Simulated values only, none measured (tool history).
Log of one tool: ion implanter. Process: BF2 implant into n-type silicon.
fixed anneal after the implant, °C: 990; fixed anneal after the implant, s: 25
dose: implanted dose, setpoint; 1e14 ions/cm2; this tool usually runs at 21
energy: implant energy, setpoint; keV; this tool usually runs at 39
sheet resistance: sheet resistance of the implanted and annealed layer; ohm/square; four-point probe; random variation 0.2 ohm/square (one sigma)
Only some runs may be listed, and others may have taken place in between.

run	hour	dose	energy	read-back reference wafer on the same gauge, sheet resistance	sheet resistance
1	0	21	39	153.95	132.45
2	71.1	21	39	154.05	132.36
3	148.8	21	32.5	153.98	145.8
4	245.3	21	39	153.99	131.66
5	286.3	21	39	153.99	131.65
6	332.6	21	39	153.99	132.05
7	374.4	21	39	154.05	131.66
8	454.1	24.92	32.5	153.95	143.63
# hour 518: extraction supply calibrated
9	525	24.92	32.5	154.04	144.15
10	632.1	24.92	32.5	154.03	144.73
11	671.6	24.98	39	153.94	131.33
12	743.1	24.98	39	154.01	131.09
13	788.7	24.98	39	153.98	130.89
14	841.1	22.63	39	153.99	131.64
15	926.4	22.63	39	153.98	132.38
16	981	21	39	153.98	132.82
# hour 1066.1: Faraday cup replaced and dose calibrated
17	1253	21	39	154.02	132.65
18	1291.4	25.59	35.5	153.97	137.2
19	1394.1	21	39	153.99	132.87
20	1453.8	16.21	25.5	153.99	169.83
21	1541.9	21	39	153.99	132.77
22	1595.7	16.62	39	154.01	136.33
23	1651.1	23.97	34	154.01	141.21
# hour 1721.3: gauge calibrated
24	1746.6	21	39	153.99	132.67
25	1865.1	14.86	39	153.99	138.93
26	1943.2	24.05	31.5	153.96	147.15
27	1985.3	21	42.5	154.01	126.31
28	2084.7	21	39	154.01	132.38
29	2182.2	21	39	154.07	132.48
30	2262.9	26.87	48.5	153.99	114.89
31	2415.2	17.53	51.5	154.06	116.46
# hour 2452.5: Faraday cup replaced and dose calibrated
32	2508.4	16.62	39	153.98	136.03
33	2550.7	18.81	43	154	126.81
34	2642	15.21	48	153.96	124.47
35	2709	21	39	154.07	132.32
36	2754.8	21	39	154.01	131.87
37	2804	25.42	42.5	154.02	124.48

Branching from run 37: 4 alternative next runs. What would each branch give?
A	2804.4	21	45	?	?
B	2804.4	23.7	39	?	?
C	2804.4	16.72	33.5	?	?
D	2804.4	17.14	27.5	?	?

run	read-back reference wafer on the same gauge, sheet resistance	sheet resistance
A	154	121.89
B	154	130.58
C	154	146.56
D	154	161.62
Stripped of hidden state, with their random variation kept, the same runs would have yielded:
run	sheet resistance
A	122.56
B	131.29
C	147.32
D	162.44
